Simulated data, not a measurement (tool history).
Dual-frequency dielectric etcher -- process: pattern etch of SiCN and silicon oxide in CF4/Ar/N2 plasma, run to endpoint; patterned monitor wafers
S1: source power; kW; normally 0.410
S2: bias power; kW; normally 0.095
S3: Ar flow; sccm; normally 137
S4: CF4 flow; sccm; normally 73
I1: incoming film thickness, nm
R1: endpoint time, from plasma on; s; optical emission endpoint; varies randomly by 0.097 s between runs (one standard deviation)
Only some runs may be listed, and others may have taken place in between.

| run | hour | S1 | S2 | S3 | S4 | I1 | R1 |
|---|---|---|---|---|---|---|---|
| 1 | 0.0 | 0.410 | 0.095 | 137 | 73 | 10.27 | 11.3 |
| 2 | 88.5 | 0.410 | 0.095 | 137 | 73 | 10.25 | 11.6 |
|  | 173.5 | Ar flow controller replaced |
| 3 | 208.0 | 0.410 | 0.095 | 114 | 73 | 10.25 | 11.3 |
|  | 237.6 | bias power generator calibrated |
| 4 | 282.7 | 0.410 | 0.095 | 114 | 73 | 10.17 | 11.0 |
| 5 | 338.2 | 0.410 | 0.095 | 114 | 73 | 10.18 | 11.3 |
|  | 349.6 | source power generator calibrated |
|  | 511.7 | upper electrode replaced |
| 6 | 553.0 | 0.360 | 0.113 | 137 | 73 | 10.05 | 12.2 |
|  | 579.8 | wet clean of the chamber |
| 7 | 635.0 | 0.410 | 0.095 | 158 | 89 | 10.12 | 11.2 |
| 8 | 675.2 | 0.480 | 0.077 | 137 | 73 | 10.21 | 10.9 |
|  | 726.5 | CF4 flow controller replaced |
| 9 | 780.0 | 0.360 | 0.110 | 105 | 80 | 10.24 | 11.6 |
| 10 | 821.7 | 0.490 | 0.095 | 137 | 73 | 10.23 | 9.6 |
| 11 | 863.8 | 0.490 | 0.095 | 137 | 83 | 10.17 | 9.3 |
| 12 | 947.3 | 0.410 | 0.087 | 137 | 73 | 10.27 | 12.6 |
| 13 | 1045.2 | 0.340 | 0.104 | 137 | 89 | 10.11 | 13.3 |
| 14 | 1087.9 | 0.490 | 0.086 | 122 | 88 | 10.23 | 9.6 |
|  | 1167.6 | wet clean of the chamber |
| 15 | 1168.1 | 0.360 | 0.113 | 137 | 73 | 10.16 | 11.9 |
| 16 | 1234.4 | 0.410 | 0.095 | 137 | 73 | 10.18 | 11.4 |
| 17 | 1310.3 | 0.350 | 0.108 | 117 | 58 | 10.12 | 12.9 |
| 18 | 1367.8 | 0.320 | 0.095 | 137 | 59 | 10.25 | 16.0 |
| 19 | 1405.7 | 0.410 | 0.095 | 126 | 68 | 10.25 | 11.4 |

Run 20, settings as shown, results not yet in. Your forecast:
| 20 | 1449.4 | 0.410 | 0.076 | 164 | 85 | 10.17 | ? |

R1: 13.3 s
With the hidden condition absent and the run-to-run variation left alone, this run would have shown R1 13.1 s.

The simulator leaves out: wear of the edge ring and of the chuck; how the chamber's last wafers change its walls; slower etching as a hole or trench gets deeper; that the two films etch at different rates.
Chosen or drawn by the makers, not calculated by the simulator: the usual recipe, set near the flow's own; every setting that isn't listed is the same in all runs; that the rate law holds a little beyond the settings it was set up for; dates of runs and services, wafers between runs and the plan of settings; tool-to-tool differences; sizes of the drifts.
